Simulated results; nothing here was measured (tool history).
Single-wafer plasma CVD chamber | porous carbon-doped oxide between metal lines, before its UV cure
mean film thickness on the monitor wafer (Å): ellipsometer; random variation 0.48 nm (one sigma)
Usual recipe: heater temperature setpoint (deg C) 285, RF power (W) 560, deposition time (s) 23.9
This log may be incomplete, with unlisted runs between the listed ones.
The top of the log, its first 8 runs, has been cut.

run	day	heater temperature setpoint (deg C)	RF power (W)	deposition time (s)	wafers since the last listed run	hours since the last thermocouple change	hours since the last RF generator calibration	hours since the showerhead was replaced	hours since the gauge calibration	read-back reference wafer on the same gauge, thickness_nm	mean film thickness on the monitor wafer (Å)
# day 4.012: gauge calibrated
9	4.175	285	560	23.9	230	1673.7	1403	7475.3	3.9	146.906	1536.21
10	4.671	285	560	23.9	298	1685.6	1414.9	7487.2	15.8	146.944	1535.04
11	5.15	285	515	23.9	288	1697.1	1426.4	7498.7	27.3	147.062	1476.26
12	5.562	285	515	23.9	248	1707	1436.3	7508.6	37.2	146.953	1473.43
13	6.012	285	560	27.4	270	1717.8	1447.1	7519.4	48	146.963	1757.33
14	6.533	295	560	27.3	313	1730.3	1459.6	7531.9	60.5	146.847	1657.96
# day 7.108: RF generator calibrated
15	7.129	298	635	21.2	157	1744.6	0.5	7546.2	74.8	146.928	1418.36
# day 7.962: showerhead replaced
16	9.138	285	560	23.9	1007	1792.8	48.7	28.2	123	146.931	1590.3
17	9.575	276	590	19.7	263	1803.3	59.2	38.7	133.5	146.803	1424.72
18	9.938	274	560	23.9	218	1812	67.9	47.4	142.2	146.972	1691.8
19	10.321	285	560	23.9	230	1821.2	77.1	56.6	151.4	146.964	1597.45
20	10.908	285	470	23.9	353	1835.3	91.2	70.7	165.5	146.998	1443.03
21	11.383	289	600	20.6	285	1846.7	102.6	82.1	176.9	147.013	1398.32
# day 12.379: thermocouple changed; heater temperature recalibrated
22	12.4	271	495	23.9	411	0.5	127	106.5	201.3	146.924	1610.59
23	12.433	285	560	20.1	20	1.3	127.8	107.3	202.1	146.977	1350.88
24	12.783	276	560	23.9	210	9.7	136.2	115.7	210.5	147.14	1663.82
25	13.475	291	520	23.9	416	26.3	152.8	132.3	227.1	146.886	1475.02
26	14.071	285	560	23.9	358	40.6	167.1	146.6	241.4	146.991	1573.79
27	14.608	293	560	23.9	323	53.5	180	159.5	254.3	146.778	1522.49
28	15.225	285	560	23.9	371	68.3	194.8	174.3	269.1	147.127	1579.83
29	15.575	272	560	22.7	210	76.7	203.2	182.7	277.5	147.073	1610.68
30	16.142	296	530	23.9	340	90.3	216.8	196.3	291.1	146.95	1451.86
31	16.783	281	655	25.4	386	105.7	232.2	211.7	306.5	146.975	1848.61
32	17.438	292	480	23.9	393	121.4	247.9	227.4	322.2	147.08	1404.86
33	18.15	280	560	23.9	428	138.5	265	244.5	339.3	146.903	1611.73

Below are 5 alternative next runs, each starting from the tool's condition after run 33. Predict each:
A	18.167	285	560	27.3	10	138.9	265.4	244.9	339.7	?	?
B	18.167	293	450	26.7	10	138.9	265.4	244.9	339.7	?	?
C	18.167	285	605	23.9	10	138.9	265.4	244.9	339.7	?	?
D	18.167	272	660	22.3	10	138.9	265.4	244.9	339.7	?	?
E	18.167	278	650	19.3	10	138.9	265.4	244.9	339.7	?	?

run	read-back reference wafer on the same gauge, thickness_nm	mean film thickness on the monitor wafer (Å)
A	147.028	1784.83
B	147.028	1497.61
C	147.028	1632.74
D	147.028	1718.37
E	147.028	1433.03
Take away the tool's hidden state, keep each run's random variation, and the runs would have read:
run	mean film thickness on the monitor wafer (Å)
A	1819.9
B	1527.89
C	1664.55
D	1751.85
E	1460.95
